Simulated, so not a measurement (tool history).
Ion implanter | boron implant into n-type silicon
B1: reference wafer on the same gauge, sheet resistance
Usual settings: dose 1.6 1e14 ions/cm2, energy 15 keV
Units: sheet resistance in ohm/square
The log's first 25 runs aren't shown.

run 26 hour=326.3 | dose=1.6 energy=15 | B1=489.02 | sheet_resistance=549.62
run 27 hour=334.8 | dose=1.6 energy=15 | B1=488.84 | sheet_resistance=546.89
run 28 hour=345.2 | dose=1.19 energy=13 | B1=489.13 | sheet_resistance=707.14
run 29 hour=356.5 | dose=1.36 energy=15 | B1=488.99 | sheet_resistance=622.87
run 30 hour=373.2 | dose=1.98 energy=15 | B1=489.25 | sheet_resistance=462.82
run 31 hour=383.9 | dose=1.37 energy=12 | B1=489.04 | sheet_resistance=639.97
run 32 hour=401.5 | dose=1.3 energy=17 | B1=489.01 | sheet_resistance=631.67
run 33 hour=411.9 | dose=1.85 energy=18 | B1=489.17 | sheet_resistance=477.24
run 34 hour=426.7 | dose=1.6 energy=15 | B1=489.13 | sheet_resistance=548.62
run 35 hour=440.3 | dose=1.6 energy=17.5 | B1=489.2 | sheet_resistance=538.67
run 36 hour=457 | dose=1.23 energy=15 | B1=488.86 | sheet_resistance=673.17
run 37 hour=466.6 | dose=2.03 energy=16.5 | B1=488.92 | sheet_resistance=447.77

Forecast each of these 4 alternatives for the next run:
run A hour=467 | dose=1.6 energy=11 | B1=? | sheet_resistance=?
run B hour=467 | dose=1.34 energy=17 | B1=? | sheet_resistance=?
run C hour=467 | dose=1.25 energy=17 | B1=? | sheet_resistance=?
run D hour=467 | dose=1.32 energy=18 | B1=? | sheet_resistance=?

run=A B1=488.94 sheet_resistance=572.08
run=B B1=488.94 sheet_resistance=621.2
run=C B1=488.94 sheet_resistance=655.74
run=D B1=488.94 sheet_resistance=623.13
Without the tool's hidden state the same runs would have given:
run=A sheet_resistance=572.08
run=B sheet_resistance=621.2
run=C sheet_resistance=655.74
run=D sheet_resistance=623.13

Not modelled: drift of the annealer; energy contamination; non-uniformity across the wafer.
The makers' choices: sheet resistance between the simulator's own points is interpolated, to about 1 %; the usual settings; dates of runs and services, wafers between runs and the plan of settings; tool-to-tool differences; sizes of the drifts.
